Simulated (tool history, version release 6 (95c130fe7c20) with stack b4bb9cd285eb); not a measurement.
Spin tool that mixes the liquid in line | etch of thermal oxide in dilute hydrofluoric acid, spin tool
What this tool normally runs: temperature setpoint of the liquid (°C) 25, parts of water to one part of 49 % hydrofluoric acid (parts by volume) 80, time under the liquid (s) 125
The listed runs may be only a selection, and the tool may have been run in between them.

| run | hour | temperature setpoint of the liquid (°C) | parts of water to one part of 49 % hydrofluoric acid (parts by volume) | time under the liquid (s) | wafers since the last listed run | hours since the thermometer was replaced | hours since the hydrofluoric acid flow meter was replaced | hours since the gauge calibration | read-back film thickness of the thermal oxide reference wafer, read on the same gauge (nm) | thickness taken off the thermal oxide on a monitor wafer (Å) |
|---|---|---|---|---|---|---|---|---|---|---|
| 1 | 0 | 25 | 80 | 125 | 0 | 246.2 | 348.1 | 1298.1 | 60 | 85.6 |
| 2 | 50.6 | 25 | 80 | 125 | 464 | 296.8 | 398.7 | 1348.7 | 59.98 | 86.2 |
| 3 | 132.7 | 25 | 80 | 125 | 753 | 378.9 | 480.8 | 1430.8 | 60.01 | 87.6 |
| 4 | 215.2 | 25 | 80 | 125 | 757 | 461.4 | 563.3 | 1513.3 | 60 | 87.3 |
|  | 259 | hydrofluoric acid flow meter replaced |
| 5 | 288.6 | 26 | 80 | 125 | 664 | 534.8 | 29.6 | 1586.7 | 60 | 89.6 |
| 6 | 338.9 | 26 | 80 | 125 | 461 | 585.1 | 79.9 | 1637 | 60 | 90.5 |
| 7 | 395.9 | 26 | 80 | 125 | 523 | 642.1 | 136.9 | 1694 | 60.01 | 90.6 |
| 8 | 488.4 | 25 | 80 | 125 | 848 | 734.6 | 229.4 | 1786.5 | 60.01 | 85.8 |
| 9 | 594.3 | 25 | 80 | 125 | 971 | 840.5 | 335.3 | 1892.4 | 60 | 87.3 |
| 10 | 692 | 21.5 | 80 | 125 | 896 | 938.2 | 433 | 1990.1 | 60.01 | 74 |
| 11 | 767.6 | 25 | 50 | 125 | 693 | 1013.8 | 508.6 | 2065.7 | 60.01 | 143 |
| 12 | 829.5 | 25 | 50 | 125 | 568 | 1075.7 | 570.5 | 2127.6 | 60.01 | 143.3 |
| 13 | 912.6 | 25 | 50 | 125 | 762 | 1158.8 | 653.6 | 2210.7 | 60 | 143.9 |
|  | 949 | hydrofluoric acid flow meter replaced |
| 14 | 970.9 | 25 | 80 | 125 | 525 | 1217.1 | 21.9 | 2269 | 60 | 85.9 |
| 15 | 1042.9 | 25 | 95 | 200 | 660 | 1289.1 | 93.9 | 2341 | 59.99 | 114.1 |
| 16 | 1125.5 | 25 | 80 | 125 | 758 | 1371.7 | 176.5 | 2423.6 | 60.01 | 86.5 |
|  | 1184.8 | thermometer replaced |
| 17 | 1221.6 | 28.5 | 55 | 195 | 872 | 36.8 | 272.6 | 2519.7 | 60.02 | 236.5 |
| 18 | 1329.3 | 23 | 80 | 190 | 988 | 144.5 | 380.3 | 2627.4 | 60.03 | 121.9 |
| 19 | 1405.2 | 25 | 80 | 65 | 696 | 220.4 | 456.2 | 2703.3 | 59.97 | 45.1 |
|  | 1464.6 | gauge calibrated |
| 20 | 1471.1 | 21 | 110 | 75 | 604 | 286.3 | 522.1 | 6.5 | 60 | 30.7 |
| 21 | 1534 | 25 | 80 | 125 | 577 | 349.2 | 585 | 69.4 | 60.02 | 87.2 |
|  | 1603.9 | hydrofluoric acid flow meter replaced |
| 22 | 1626.9 | 27 | 110 | 145 | 843 | 442.1 | 23 | 162.3 | 60 | 76.4 |
| 23 | 1729.3 | 25 | 80 | 125 | 939 | 544.5 | 125.4 | 264.7 | 60 | 88.2 |
| 24 | 1782.4 | 25 | 80 | 125 | 487 | 597.6 | 178.5 | 317.8 | 60 | 86.9 |
| 25 | 1849.5 | 26.5 | 80 | 70 | 615 | 664.7 | 245.6 | 384.9 | 60 | 52.1 |
| 26 | 1923.6 | 20 | 65 | 55 | 680 | 738.8 | 319.7 | 459 | 60 | 39.5 |
| 27 | 1996.8 | 22 | 80 | 125 | 671 | 812 | 392.9 | 532.2 | 60 | 76.6 |
| 28 | 2085.9 | 25 | 80 | 125 | 817 | 901.1 | 482 | 621.3 | 60.01 | 86.7 |
| 29 | 2160.9 | 25 | 80 | 125 | 688 | 976.1 | 557 | 696.3 | 60 | 86.6 |
| 30 | 2267.3 | 21.5 | 120 | 125 | 976 | 1082.5 | 663.4 | 802.7 | 60.02 | 48.4 |
|  | 2302.7 | hydrofluoric acid flow meter replaced |
| 31 | 2374.3 | 27.5 | 50 | 160 | 972 | 1189.5 | 71.6 | 909.7 | 59.98 | 202.7 |
| 32 | 2470.2 | 25 | 90 | 125 | 880 | 1285.4 | 167.5 | 1005.6 | 60 | 76.4 |
| 33 | 2557.9 | 25 | 80 | 125 | 804 | 1373.1 | 255.2 | 1093.3 | 60.02 | 85 |

What the log doesn't show, run by run:
liquid hotter than its thermometer reads (K): 0 on each run
hydrofluoric acid flow below the setpoint (%): 0 on each run
gauge reads high (%): 0 on each run
